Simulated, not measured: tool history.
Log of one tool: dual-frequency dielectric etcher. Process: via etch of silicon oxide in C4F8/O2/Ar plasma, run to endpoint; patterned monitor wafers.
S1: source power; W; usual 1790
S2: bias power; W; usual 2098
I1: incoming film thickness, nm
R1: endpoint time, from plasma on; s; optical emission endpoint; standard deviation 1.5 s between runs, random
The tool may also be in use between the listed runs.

run    hour    S1    S2      I1     R1
  1     0.0  2040  1896  2283.2  497.0
  2    59.3  1790  2098  2245.6  479.0
  3    85.7  1590  2098  2253.3  496.9
  4   138.2  1590  2098  2256.5  491.8
  5   167.1  1590  2098  2263.8  494.7
  6   192.6  1790  2098  2255.2  476.1
  7   248.4  1950  1867  2259.1  490.0
      299.3  -- wet clean of the chamber
  8   299.8  2060  2098  2269.6  470.8
  9   333.3  2060  2098  2265.4  467.0
      359.3  -- upper electrode replaced
 10   497.6  1790  2098  2259.2  477.4
 11   554.9  1790  2098  2262.1  478.2
      596.0  -- bias power generator calibrated
 12   624.7  1650  1819  2260.6  517.9
      651.2  -- source power generator calibrated
      666.6  -- wet clean of the chamber
 13   674.0  1790  2098  2266.2  487.6
 14   731.0  1790  1611  2264.8  551.0
 15   801.8  2080  2500  2263.4  428.2
 16   831.8  1650  1922  2234.1  503.0
 17   884.2  2130  2394  2233.4  422.6
 18   949.0  1590  2098  2280.5  493.7
 19  1015.9  1790  2098  2268.4  470.3
     1083.7  -- wet clean of the chamber
 20  1084.2  1520  1924  2265.0  529.4
 21  1089.9  1610  2419  2256.8  469.3
 22  1142.1  1790  2341  2257.6  460.7
 23  1176.1  1790  2098  2227.5  476.3

3 options for the next run, each taken on its own from the tool as it stands now. Forecast them:
  A  1176.6  1440  2098  2252.5   ?
  B  1176.6  1560  2574  2252.5   ?
  C  1176.6  1590  1606  2252.5   ?

run     R1
  A  507.3
  B  452.5
  C  563.8
Had the tool no hidden state, the same runs would have come out as:
run     R1
  A  511.4
  B  456.2
  C  568.4

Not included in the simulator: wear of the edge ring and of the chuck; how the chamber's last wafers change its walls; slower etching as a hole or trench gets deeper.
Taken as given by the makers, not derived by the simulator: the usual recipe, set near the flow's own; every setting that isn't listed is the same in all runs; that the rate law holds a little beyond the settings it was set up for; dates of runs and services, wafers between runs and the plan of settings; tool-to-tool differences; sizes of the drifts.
